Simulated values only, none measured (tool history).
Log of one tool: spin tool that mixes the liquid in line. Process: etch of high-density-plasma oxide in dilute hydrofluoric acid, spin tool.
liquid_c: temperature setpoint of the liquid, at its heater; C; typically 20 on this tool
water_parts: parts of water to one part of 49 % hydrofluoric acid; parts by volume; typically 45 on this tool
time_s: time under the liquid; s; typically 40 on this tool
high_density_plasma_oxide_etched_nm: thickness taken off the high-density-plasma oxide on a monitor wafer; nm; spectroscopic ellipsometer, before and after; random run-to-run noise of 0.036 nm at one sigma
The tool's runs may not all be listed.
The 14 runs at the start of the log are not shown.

run	hour	liquid_c	water_parts	time_s	read-back film thickness of the high-density-plasma oxide reference wafer, read on the same gauge (nm)	high_density_plasma_oxide_etched_nm
# hour 742.7: thermometer replaced
15	805.3	17	55	60	59.947	4.161
16	842.9	18	30	20	59.976	2.792
17	884.4	20	45	40	59.977	4.008
# hour 891.8: hydrofluoric acid flow meter replaced
18	940.4	20	45	40	59.965	4.208
19	1001.1	20	60	40	60.009	3.031
20	1121.8	20	30	40	59.994	6.34
21	1163.5	20	30	60	60.024	9.47
22	1199.6	24	55	15	60.024	1.479
23	1256.1	22	45	40	59.957	4.423
# hour 1280.7: gauge calibrated
24	1296.3	17	30	40	59.985	5.45
25	1342.3	20	45	65	59.997	6.62
26	1368.1	22	30	20	60.012	3.403
27	1437.2	21.5	55	55	60.001	4.873
28	1507.1	25	45	60	59.961	7.631
29	1578	20	45	25	59.995	2.527
30	1633.4	24	45	40	59.978	4.774
31	1681	22	30	40	60.003	6.742
32	1716.3	20	45	30	60.007	2.99

Alternative continuations, all from the tool just after run 32; predict every row:
A	1716.7	20	45	40	?	?
B	1716.7	23	55	30	?	?
C	1716.7	23.5	45	40	?	?
D	1716.7	17.5	25	55	?	?

run	read-back film thickness of the high-density-plasma oxide reference wafer, read on the same gauge (nm)	high_density_plasma_oxide_etched_nm
A	59.979	4.029
B	59.979	2.768
C	59.979	4.667
D	59.979	9.17
With the hidden condition removed and each run's random variation left untouched, the same runs would have given:
run	high_density_plasma_oxide_etched_nm
A	4.2
B	2.887
C	4.866
D	9.547
